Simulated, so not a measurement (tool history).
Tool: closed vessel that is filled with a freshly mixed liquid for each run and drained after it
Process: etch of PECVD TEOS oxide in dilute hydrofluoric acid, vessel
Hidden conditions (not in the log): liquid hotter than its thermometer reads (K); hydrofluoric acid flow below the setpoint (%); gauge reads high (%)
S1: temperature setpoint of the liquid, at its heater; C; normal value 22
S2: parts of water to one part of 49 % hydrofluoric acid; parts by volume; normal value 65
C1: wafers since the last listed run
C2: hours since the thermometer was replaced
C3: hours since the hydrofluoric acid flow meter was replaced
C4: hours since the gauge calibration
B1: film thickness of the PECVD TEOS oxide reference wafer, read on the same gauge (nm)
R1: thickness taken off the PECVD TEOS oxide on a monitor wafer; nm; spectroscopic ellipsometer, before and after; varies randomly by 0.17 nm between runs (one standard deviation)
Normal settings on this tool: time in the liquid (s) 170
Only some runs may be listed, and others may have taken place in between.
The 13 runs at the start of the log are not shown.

{"run": 14, "hour": 206.5, "S1": 22, "S2": 65, "time in the liquid (s)": 170, "C1": 1934, "C2": 1385.3, "C3": 58.7, "C4": 407.9, "B1": 150.02, "R1": 48.69}
{"run": 15, "hour": 221.0, "S1": 24.5, "S2": 65, "time in the liquid (s)": 170, "C1": 1567, "C2": 1399.8, "C3": 73.2, "C4": 422.4, "B1": 150, "R1": 53.39}
{"run": 16, "hour": 231.4, "S1": 24.5, "S2": 65, "time in the liquid (s)": 170, "C1": 1124, "C2": 1410.2, "C3": 83.6, "C4": 432.8, "B1": 150, "R1": 53.72}
{"run": 17, "hour": 243.9, "S1": 22, "S2": 65, "time in the liquid (s)": 170, "C1": 1350, "C2": 1422.7, "C3": 96.1, "C4": 445.3, "B1": 150.02, "R1": 48.54}
{"run": 18, "hour": 260.7, "S1": 17, "S2": 40, "time in the liquid (s)": 170, "C1": 1815, "C2": 1439.5, "C3": 112.9, "C4": 462.1, "B1": 149.97, "R1": 65.98}
{"run": 19, "hour": 272.2, "S1": 26, "S2": 90, "time in the liquid (s)": 105, "C1": 1242, "C2": 1451, "C3": 124.4, "C4": 473.6, "B1": 150.01, "R1": 24.63}
{"run": 20, "hour": 280.3, "S1": 22, "S2": 65, "time in the liquid (s)": 170, "C1": 875, "C2": 1459.1, "C3": 132.5, "C4": 481.7, "B1": 149.97, "R1": 48.61}
{"run": 21, "hour": 294.1, "S1": 22, "S2": 35, "time in the liquid (s)": 170, "C1": 1491, "C2": 1472.9, "C3": 146.3, "C4": 495.5, "B1": 150, "R1": 94.13}
{"run": 22, "hour": 306.0, "S1": 19, "S2": 40, "time in the liquid (s)": 110, "C1": 1286, "C2": 1484.8, "C3": 158.2, "C4": 507.4, "B1": 149.99, "R1": 46.36}
{"run": 23, "hour": 315.5, "S1": 18, "S2": 65, "time in the liquid (s)": 170, "C1": 1026, "C2": 1494.3, "C3": 167.7, "C4": 516.9, "B1": 150.01, "R1": 41.34}
{"hour": 316.4, "done": "gauge calibrated"}
{"run": 24, "hour": 329.1, "S1": 22, "S2": 65, "time in the liquid (s)": 215, "C1": 1469, "C2": 1507.9, "C3": 181.3, "C4": 12.7, "B1": 150, "R1": 61.72}
{"run": 25, "hour": 337.2, "S1": 22, "S2": 65, "time in the liquid (s)": 170, "C1": 875, "C2": 1516, "C3": 189.4, "C4": 20.8, "B1": 150, "R1": 48.72}
{"run": 26, "hour": 353.0, "S1": 18, "S2": 35, "time in the liquid (s)": 170, "C1": 1707, "C2": 1531.8, "C3": 205.2, "C4": 36.6, "B1": 149.98, "R1": 79.54}
{"hour": 370.5, "done": "thermometer replaced"}
{"run": 27, "hour": 371.0, "S1": 26, "S2": 65, "time in the liquid (s)": 105, "C1": 1837, "C2": 0.5, "C3": 223.2, "C4": 54.6, "B1": 150.02, "R1": 33}
{"run": 28, "hour": 382.9, "S1": 20, "S2": 55, "time in the liquid (s)": 270, "C1": 1286, "C2": 12.4, "C3": 235.1, "C4": 66.5, "B1": 150, "R1": 80.23}
{"run": 29, "hour": 396.4, "S1": 22, "S2": 65, "time in the liquid (s)": 95, "C1": 1459, "C2": 25.9, "C3": 248.6, "C4": 80, "B1": 150.02, "R1": 25.48}
{"run": 30, "hour": 406.6, "S1": 18.5, "S2": 45, "time in the liquid (s)": 145, "C1": 1102, "C2": 36.1, "C3": 258.8, "C4": 90.2, "B1": 150.01, "R1": 50}
{"run": 31, "hour": 413.9, "S1": 22, "S2": 65, "time in the liquid (s)": 195, "C1": 788, "C2": 43.4, "C3": 266.1, "C4": 97.5, "B1": 149.99, "R1": 52.42}
{"run": 32, "hour": 465.1, "S1": 24, "S2": 65, "time in the liquid (s)": 240, "C1": 5533, "C2": 94.6, "C3": 317.3, "C4": 148.7, "B1": 150, "R1": 70.01}
{"run": 33, "hour": 478.7, "S1": 24.5, "S2": 65, "time in the liquid (s)": 255, "C1": 1469, "C2": 108.2, "C3": 330.9, "C4": 162.3, "B1": 150, "R1": 75.87}

Consider 4 possible next runs. They are alternatives, not a sequence: every one starts from the tool as it was left by run 33. What does each give?
{"run": "A", "hour": 479.4, "S1": 22, "S2": 65, "time in the liquid (s)": 210, "C1": 75, "C2": 108.9, "C3": 331.6, "C4": 163, "B1": "?", "R1": "?"}
{"run": "B", "hour": 479.4, "S1": 19.5, "S2": 85, "time in the liquid (s)": 170, "C1": 75, "C2": 108.9, "C3": 331.6, "C4": 163, "B1": "?", "R1": "?"}
{"run": "C", "hour": 479.4, "S1": 20, "S2": 65, "time in the liquid (s)": 170, "C1": 75, "C2": 108.9, "C3": 331.6, "C4": 163, "B1": "?", "R1": "?"}
{"run": "D", "hour": 479.4, "S1": 20.5, "S2": 55, "time in the liquid (s)": 210, "C1": 75, "C2": 108.9, "C3": 331.6, "C4": 163, "B1": "?", "R1": "?"}

run=A B1=150.02 R1=57.21
run=B B1=150.02 R1=31.18
run=C B1=150.02 R1=42.62
run=D B1=150.02 R1=64.31
With the hidden condition removed and each run's random variation left untouched, the same runs would have given:
run=A R1=55.9
run=B R1=30.47
run=C R1=41.63
run=D R1=62.82
